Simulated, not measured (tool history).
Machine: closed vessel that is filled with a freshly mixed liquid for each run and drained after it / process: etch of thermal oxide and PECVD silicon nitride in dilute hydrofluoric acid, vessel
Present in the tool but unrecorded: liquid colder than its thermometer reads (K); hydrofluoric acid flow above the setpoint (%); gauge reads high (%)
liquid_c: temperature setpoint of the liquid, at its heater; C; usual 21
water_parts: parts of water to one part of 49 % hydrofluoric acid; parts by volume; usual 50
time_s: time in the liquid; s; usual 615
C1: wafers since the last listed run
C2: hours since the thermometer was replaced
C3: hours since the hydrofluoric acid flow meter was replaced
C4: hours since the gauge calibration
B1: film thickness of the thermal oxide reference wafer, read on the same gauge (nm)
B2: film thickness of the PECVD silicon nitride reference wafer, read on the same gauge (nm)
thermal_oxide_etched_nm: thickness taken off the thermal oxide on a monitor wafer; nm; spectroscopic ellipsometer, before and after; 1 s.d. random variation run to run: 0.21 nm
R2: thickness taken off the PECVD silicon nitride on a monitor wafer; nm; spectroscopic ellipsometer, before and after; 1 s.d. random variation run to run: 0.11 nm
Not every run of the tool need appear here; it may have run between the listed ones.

run 1 hour=0 | liquid_c=21 water_parts=50 time_s=615 | C1=0 C2=1350.3 C3=259.5 C4=836.8 | B1=89.97 B2=70 | thermal_oxide_etched_nm=48.32 R2=17.04
run 2 hour=69.1 | liquid_c=24 water_parts=50 time_s=615 | C1=2811 C2=1419.4 C3=328.6 C4=905.9 | B1=89.99 B2=69.97 | thermal_oxide_etched_nm=54.59 R2=20.94
run 3 hour=103.4 | liquid_c=24 water_parts=50 time_s=615 | C1=1395 C2=1453.7 C3=362.9 C4=940.2 | B1=90.05 B2=70 | thermal_oxide_etched_nm=54.68 R2=21.05
run 4 hour=140.6 | liquid_c=21 water_parts=50 time_s=905 | C1=1513 C2=1490.9 C3=400.1 C4=977.4 | B1=90.01 B2=70 | thermal_oxide_etched_nm=70.73 R2=24.96
-- hour=175 hydrofluoric acid flow meter replaced
run 5 hour=212.5 | liquid_c=21 water_parts=50 time_s=700 | C1=2884 C2=1562.8 C3=37.5 C4=1049.3 | B1=90 B2=70.02 | thermal_oxide_etched_nm=54.29 R2=19.2
run 6 hour=269.8 | liquid_c=21 water_parts=50 time_s=700 | C1=2331 C2=1620.1 C3=94.8 C4=1106.6 | B1=90 B2=70 | thermal_oxide_etched_nm=53.83 R2=19.17
run 7 hour=323 | liquid_c=21 water_parts=50 time_s=615 | C1=2164 C2=1673.3 C3=148 C4=1159.8 | B1=90.01 B2=70.02 | thermal_oxide_etched_nm=47.68 R2=16.9
run 8 hour=387 | liquid_c=21 water_parts=50 time_s=615 | C1=2604 C2=1737.3 C3=212 C4=1223.8 | B1=90.01 B2=70.01 | thermal_oxide_etched_nm=47.89 R2=17.1
run 9 hour=578.1 | liquid_c=21 water_parts=50 time_s=615 | C1=7775 C2=1928.4 C3=403.1 C4=1414.9 | B1=90.02 B2=70.01 | thermal_oxide_etched_nm=47.97 R2=16.86
run 10 hour=606.6 | liquid_c=21 water_parts=50 time_s=710 | C1=1159 C2=1956.9 C3=431.6 C4=1443.4 | B1=90 B2=70.02 | thermal_oxide_etched_nm=55.39 R2=19.49
-- hour=628.8 gauge calibrated
run 11 hour=654.2 | liquid_c=21 water_parts=60 time_s=615 | C1=1936 C2=2004.5 C3=479.2 C4=25.4 | B1=89.98 B2=70.03 | thermal_oxide_etched_nm=39.77 R2=14.11
-- hour=677.9 hydrofluoric acid flow meter replaced
run 12 hour=704.8 | liquid_c=21 water_parts=50 time_s=615 | C1=2018 C2=2055.1 C3=26.9 C4=76 | B1=90.04 B2=69.99 | thermal_oxide_etched_nm=47.2 R2=16.39
-- hour=742.2 thermometer replaced
run 13 hour=745.1 | liquid_c=23.5 water_parts=50 time_s=615 | C1=1599 C2=2.9 C3=67.2 C4=116.3 | B1=90.01 B2=69.99 | thermal_oxide_etched_nm=54.51 R2=21.44
run 14 hour=805.8 | liquid_c=21 water_parts=50 time_s=615 | C1=2469 C2=63.6 C3=127.9 C4=177 | B1=89.98 B2=70 | thermal_oxide_etched_nm=49.67 R2=17.85
run 15 hour=858.7 | liquid_c=21 water_parts=50 time_s=755 | C1=2152 C2=116.5 C3=180.8 C4=229.9 | B1=89.98 B2=70.04 | thermal_oxide_etched_nm=61.12 R2=21.99
run 16 hour=891.9 | liquid_c=19.5 water_parts=50 time_s=890 | C1=1350 C2=149.7 C3=214 C4=263.1 | B1=90 B2=70.01 | thermal_oxide_etched_nm=67.48 R2=23.18
run 17 hour=919.5 | liquid_c=24 water_parts=70 time_s=615 | C1=1123 C2=177.3 C3=241.6 C4=290.7 | B1=89.98 B2=70.05 | thermal_oxide_etched_nm=39.01 R2=15.78
run 18 hour=949.8 | liquid_c=21 water_parts=50 time_s=615 | C1=1232 C2=207.6 C3=271.9 C4=321 | B1=90.02 B2=70 | thermal_oxide_etched_nm=49.68 R2=17.98
run 19 hour=1016.9 | liquid_c=21 water_parts=60 time_s=890 | C1=2730 C2=274.7 C3=339 C4=388.1 | B1=90.04 B2=70.02 | thermal_oxide_etched_nm=59.29 R2=21.59
run 20 hour=1070.9 | liquid_c=21 water_parts=65 time_s=455 | C1=2197 C2=328.7 C3=393 C4=442.1 | B1=90 B2=69.99 | thermal_oxide_etched_nm=27.72 R2=10.39
-- hour=1123.9 hydrofluoric acid flow meter replaced
run 21 hour=1125.3 | liquid_c=21 water_parts=50 time_s=615 | C1=2172 C2=383.1 C3=1.4 C4=496.5 | B1=89.97 B2=70.03 | thermal_oxide_etched_nm=48.84 R2=17.32
run 22 hour=1160.1 | liquid_c=22.5 water_parts=35 time_s=795 | C1=1416 C2=417.9 C3=36.2 C4=531.3 | B1=90 B2=70.02 | thermal_oxide_etched_nm=98.05 R2=35.46
run 23 hour=1193.6 | liquid_c=21 water_parts=50 time_s=700 | C1=1363 C2=451.4 C3=69.7 C4=564.8 | B1=89.99 B2=70.02 | thermal_oxide_etched_nm=55.47 R2=19.8
run 24 hour=1235.8 | liquid_c=21 water_parts=70 time_s=320 | C1=1717 C2=493.6 C3=111.9 C4=607 | B1=90.01 B2=70.05 | thermal_oxide_etched_nm=17.69 R2=6.47
run 25 hour=1277.1 | liquid_c=25 water_parts=70 time_s=830 | C1=1680 C2=534.9 C3=153.2 C4=648.3 | B1=90 B2=70.02 | thermal_oxide_etched_nm=54.22 R2=22.39
run 26 hour=1420.1 | liquid_c=21 water_parts=50 time_s=615 | C1=5818 C2=677.9 C3=296.2 C4=791.3 | B1=90.01 B2=69.98 | thermal_oxide_etched_nm=48.69 R2=17.65

What if the next run were any one of these 3? Each begins from the tool's condition after run 26:
run A hour=1420.9 | liquid_c=21 water_parts=50 time_s=455 | C1=32 C2=678.7 C3=297 C4=792.1 | B1=? B2=? | thermal_oxide_etched_nm=? R2=?
run B hour=1420.9 | liquid_c=21 water_parts=30 time_s=890 | C1=32 C2=678.7 C3=297 C4=792.1 | B1=? B2=? | thermal_oxide_etched_nm=? R2=?
run C hour=1420.9 | liquid_c=23 water_parts=30 time_s=380 | C1=32 C2=678.7 C3=297 C4=792.1 | B1=? B2=? | thermal_oxide_etched_nm=? R2=?

run=A B1=90.02 B2=70.01 thermal_oxide_etched_nm=36.08 R2=13.13
run=B B1=90.02 B2=70.01 thermal_oxide_etched_nm=120.49 R2=42.1
run=C B1=90.02 B2=70.01 thermal_oxide_etched_nm=56.03 R2=20.66
Without the tool's unlogged condition, the same runs would have read:
run=A thermal_oxide_etched_nm=36.62 R2=13.58
run=B thermal_oxide_etched_nm=122.38 R2=43.6
run=C thermal_oxide_etched_nm=56.89 R2=21.37
